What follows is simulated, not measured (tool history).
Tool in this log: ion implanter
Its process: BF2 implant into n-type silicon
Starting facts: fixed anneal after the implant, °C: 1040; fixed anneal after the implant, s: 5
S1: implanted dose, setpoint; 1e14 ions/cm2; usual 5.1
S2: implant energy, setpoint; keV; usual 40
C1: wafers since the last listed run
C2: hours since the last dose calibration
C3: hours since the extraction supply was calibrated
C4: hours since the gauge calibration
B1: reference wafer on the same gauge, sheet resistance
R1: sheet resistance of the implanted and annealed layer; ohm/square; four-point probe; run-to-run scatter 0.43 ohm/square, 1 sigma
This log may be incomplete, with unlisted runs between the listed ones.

run	day	S1	S2	C1	C2	C3	C4	B1	R1
1	0	5.1	40	0	1175.7	5265.1	175.5	213.97	245.43
2	0.725	5.1	40	202	1193.1	5282.5	192.9	213.88	246.31
3	1	5.1	40	76	1199.7	5289.1	199.5	214.03	245.13
4	1.646	5.1	40	180	1215.2	5304.6	215	213.98	245.79
5	2.304	5.1	40	184	1231	5320.4	230.8	213.99	245.82
6	2.621	5.1	40	88	1238.6	5328	238.4	214	245.44
7	2.879	5.1	40	72	1244.8	5334.2	244.6	213.99	245.51
8	3.504	5.1	40	174	1259.8	5349.2	259.6	214.01	245.55
9	4.129	5.1	40	174	1274.8	5364.2	274.6	213.96	245.49
10	4.533	6.17	47.5	113	1284.5	5373.9	284.3	214.02	204.26
11	4.912	5.1	46.5	106	1293.6	5383	293.4	214.07	241.67
12	5.325	5.92	40	115	1303.5	5392.9	303.3	214.07	216.58
# day 5.788: extraction supply calibrated
13	6.067	5.82	30	114	1321.3	6.7	321.1	213.94	229.51
# day 6.208: gauge calibrated
14	6.833	4.54	51.5	214	1339.7	25.1	15	213.88	264.41
15	7.317	5.1	29.5	135	1351.3	36.7	26.6	213.97	255.24
# day 7.75: Faraday cup replaced and dose calibrated
16	8.021	3.95	27.5	103	6.5	53.6	43.5	213.96	327.98
17	8.7	5.1	26.5	190	22.8	69.9	59.8	213.94	268.25
18	9.267	6.02	50	158	36.4	83.5	73.4	214.02	215.46
19	9.788	5.52	40	145	48.9	96	85.9	213.96	236.78
20	10.2	5.1	40	115	58.8	105.9	95.8	214.05	252.92
21	10.5	5.55	33	83	66	113.1	103	214.05	242.16
22	10.788	4.53	51	80	72.9	120	109.9	213.97	273.2
23	11.446	5.1	40	184	88.7	135.8	125.7	213.97	252.76

State the hidden condition of the tool at each of the runs:
deviation of the true energy from its setpoint, %: 0 across all the runs
gauge reads high (%): 0 across all the runs
H1: deviation of the true dose from the Faraday cup's reading, %
run	H1
1	4.6
2	4.67
3	4.69
4	4.75
5	4.81
6	4.84
7	4.86
8	4.91
9	4.97
10	5.01
11	5.04
12	5.08
13	5.14
14	5.21
15	5.26
16	0.899
17	0.96
18	1.01
19	1.06
20	1.09
21	1.12
22	1.15
23	1.21
